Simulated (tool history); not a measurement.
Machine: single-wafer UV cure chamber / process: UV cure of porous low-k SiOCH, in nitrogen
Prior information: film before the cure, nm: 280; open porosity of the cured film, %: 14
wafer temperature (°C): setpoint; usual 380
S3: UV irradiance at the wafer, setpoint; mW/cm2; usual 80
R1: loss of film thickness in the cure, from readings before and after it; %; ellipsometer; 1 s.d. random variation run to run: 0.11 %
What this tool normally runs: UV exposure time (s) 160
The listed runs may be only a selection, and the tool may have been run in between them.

run 1 hour=0.0 | wafer_temperature_(°C)=380 UV_exposure_time_(s)=160 S3=80 | R1=6.536
run 2 hour=31.0 | wafer_temperature_(°C)=380 UV_exposure_time_(s)=160 S3=80 | R1=6.605
run 3 hour=64.7 | wafer_temperature_(°C)=380 UV_exposure_time_(s)=160 S3=80 | R1=6.701
run 4 hour=96.2 | wafer_temperature_(°C)=380 UV_exposure_time_(s)=160 S3=80 | R1=6.616
-- hour=129.3 quartz window cleaned
run 5 hour=130.0 | wafer_temperature_(°C)=380 UV_exposure_time_(s)=160 S3=80 | R1=6.540
run 6 hour=236.0 | wafer_temperature_(°C)=380 UV_exposure_time_(s)=105 S3=80 | R1=5.215
-- hour=244.5 quartz window cleaned
run 7 hour=252.0 | wafer_temperature_(°C)=380 UV_exposure_time_(s)=105 S3=80 | R1=5.174
run 8 hour=269.7 | wafer_temperature_(°C)=380 UV_exposure_time_(s)=160 S3=80 | R1=6.502
run 9 hour=299.5 | wafer_temperature_(°C)=380 UV_exposure_time_(s)=160 S3=80 | R1=6.650
run 10 hour=328.5 | wafer_temperature_(°C)=380 UV_exposure_time_(s)=160 S3=80 | R1=6.580
-- hour=351.5 UV bulbs replaced
-- hour=355.0 quartz window cleaned
run 11 hour=355.5 | wafer_temperature_(°C)=388 UV_exposure_time_(s)=160 S3=80 | R1=5.720
run 12 hour=384.9 | wafer_temperature_(°C)=388 UV_exposure_time_(s)=160 S3=80 | R1=5.837
run 13 hour=413.9 | wafer_temperature_(°C)=380 UV_exposure_time_(s)=160 S3=70 | R1=5.121
run 14 hour=446.6 | wafer_temperature_(°C)=388 UV_exposure_time_(s)=230 S3=45 | R1=4.926
-- hour=469.7 quartz window cleaned
run 15 hour=470.2 | wafer_temperature_(°C)=380 UV_exposure_time_(s)=160 S3=80 | R1=5.465
-- hour=481.1 UV bulbs replaced, repeated, since the last time left the tool worse
run 16 hour=481.6 | wafer_temperature_(°C)=388 UV_exposure_time_(s)=160 S3=97 | R1=8.553
run 17 hour=495.6 | wafer_temperature_(°C)=380 UV_exposure_time_(s)=160 S3=80 | R1=7.353
run 18 hour=513.0 | wafer_temperature_(°C)=380 UV_exposure_time_(s)=160 S3=114 | R1=8.863
run 19 hour=540.6 | wafer_temperature_(°C)=380 UV_exposure_time_(s)=160 S3=91 | R1=7.943
run 20 hour=562.7 | wafer_temperature_(°C)=386 UV_exposure_time_(s)=130 S3=47 | R1=4.846
-- hour=591.9 quartz window cleaned
run 21 hour=592.4 | wafer_temperature_(°C)=380 UV_exposure_time_(s)=235 S3=106 | R1=9.917
run 22 hour=607.8 | wafer_temperature_(°C)=380 UV_exposure_time_(s)=160 S3=111 | R1=8.563

Forecast each of these 3 alternatives for the next run:
run A hour=608.3 | wafer_temperature_(°C)=380 UV_exposure_time_(s)=125 S3=80 | R1=?
run B hour=608.3 | wafer_temperature_(°C)=360 UV_exposure_time_(s)=160 S3=56 | R1=?
run C hour=608.3 | wafer_temperature_(°C)=374 UV_exposure_time_(s)=85 S3=80 | R1=?

run=A R1=6.357
run=B R1=5.691
run=C R1=4.984
With no hidden state in the tool, these same runs would have given:
run=A R1=6.567
run=B R1=5.894
run=C R1=5.176
